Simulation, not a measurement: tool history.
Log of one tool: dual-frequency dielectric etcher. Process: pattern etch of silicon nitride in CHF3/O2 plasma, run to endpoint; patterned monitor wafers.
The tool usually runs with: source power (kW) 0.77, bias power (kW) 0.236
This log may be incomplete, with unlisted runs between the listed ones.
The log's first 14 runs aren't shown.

| run | day | source power (kW) | bias power (kW) | wafers since the last listed run | hours since the last wet clean | hours since the last source power generator calibration | hours since the last bias power generator calibration | hours since the last upper electrode change | incoming incoming film thickness, nm | endpoint time (s) |
|---|---|---|---|---|---|---|---|---|---|---|
| 15 | 14.488 | 0.77 | 0.253 | 57 | 4.2 | 3097.6 | 62 | 4601.5 | 60.9 | 31.7 |
| 16 | 15.883 | 0.77 | 0.253 | 523 | 37.7 | 3131.1 | 95.5 | 4635 | 60.9 | 31.8 |
| 17 | 16.671 | 0.77 | 0.253 | 295 | 56.6 | 3150 | 114.4 | 4653.9 | 60.8 | 31.7 |
| 18 | 17.8 | 0.65 | 0.236 | 423 | 83.7 | 3177.1 | 141.5 | 4681 | 60.4 | 33 |
|  | 19.871 | upper electrode replaced, of another model than before |
| 19 | 19.892 | 0.64 | 0.217 | 409 | 133.9 | 3227.3 | 191.7 | 0.5 | 61 | 36.2 |
| 20 | 19.996 | 0.61 | 0.236 | 39 | 136.4 | 3229.8 | 194.2 | 3 | 60.6 | 34.9 |
| 21 | 20.817 | 0.84 | 0.236 | 307 | 156.1 | 3249.5 | 213.9 | 22.7 | 61.5 | 31.2 |
|  | 22.067 | source power generator calibrated |
| 22 | 22.271 | 0.87 | 0.264 | 482 | 191 | 4.9 | 248.8 | 57.6 | 61.1 | 28.7 |
| 23 | 22.879 | 0.64 | 0.177 | 228 | 205.6 | 19.5 | 263.4 | 72.2 | 61.7 | 40.9 |
| 24 | 24.229 | 0.77 | 0.267 | 506 | 238 | 51.9 | 295.8 | 104.6 | 61.1 | 29.7 |
| 25 | 25.283 | 0.71 | 0.282 | 395 | 263.3 | 77.2 | 321.1 | 129.9 | 61 | 29.6 |
| 26 | 26.417 | 0.77 | 0.236 | 425 | 290.5 | 104.4 | 348.3 | 157.1 | 60.3 | 31 |
| 27 | 27.042 | 0.59 | 0.236 | 234 | 305.5 | 119.4 | 363.3 | 172.1 | 60.9 | 35.4 |
| 28 | 28.208 | 0.77 | 0.236 | 437 | 333.5 | 147.4 | 391.3 | 200.1 | 60.7 | 31.4 |
| 29 | 29.125 | 0.77 | 0.284 | 343 | 355.5 | 169.4 | 413.3 | 222.1 | 61.6 | 29 |
| 30 | 29.654 | 0.77 | 0.236 | 198 | 368.2 | 182.1 | 426 | 234.8 | 60.6 | 31.5 |
| 31 | 30.175 | 0.77 | 0.236 | 195 | 380.7 | 194.6 | 438.5 | 247.3 | 60.6 | 31.3 |
| 32 | 31.004 | 0.72 | 0.208 | 310 | 400.6 | 214.5 | 458.4 | 267.2 | 60.8 | 34.5 |
| 33 | 31.762 | 0.82 | 0.236 | 284 | 418.8 | 232.7 | 476.6 | 285.4 | 60.9 | 30.2 |
| 34 | 32.471 | 0.96 | 0.2 | 265 | 435.8 | 249.7 | 493.6 | 302.4 | 60.7 | 31.2 |
| 35 | 33.921 | 0.71 | 0.251 | 543 | 470.6 | 284.5 | 528.4 | 337.2 | 60.8 | 31.3 |

Here are 4 independent what-if runs from the current tool condition. What would each one return?
| A | 33.938 | 0.77 | 0.236 | 6 | 471 | 284.9 | 528.8 | 337.6 | 61.6 | ? |
| B | 33.938 | 0.7 | 0.273 | 6 | 471 | 284.9 | 528.8 | 337.6 | 61.6 | ? |
| C | 33.938 | 0.91 | 0.255 | 6 | 471 | 284.9 | 528.8 | 337.6 | 61.6 | ? |
| D | 33.938 | 0.93 | 0.191 | 6 | 471 | 284.9 | 528.8 | 337.6 | 61.6 | ? |

| run | endpoint time (s) |
|---|---|
| A | 31.4 |
| B | 30.1 |
| C | 28.2 |
| D | 32.7 |
Stripped of hidden state, with their random variation kept, the same runs would have yielded:
| run | endpoint time (s) |
|---|---|
| A | 32.5 |
| B | 31.3 |
| C | 29.3 |
| D | 33.9 |

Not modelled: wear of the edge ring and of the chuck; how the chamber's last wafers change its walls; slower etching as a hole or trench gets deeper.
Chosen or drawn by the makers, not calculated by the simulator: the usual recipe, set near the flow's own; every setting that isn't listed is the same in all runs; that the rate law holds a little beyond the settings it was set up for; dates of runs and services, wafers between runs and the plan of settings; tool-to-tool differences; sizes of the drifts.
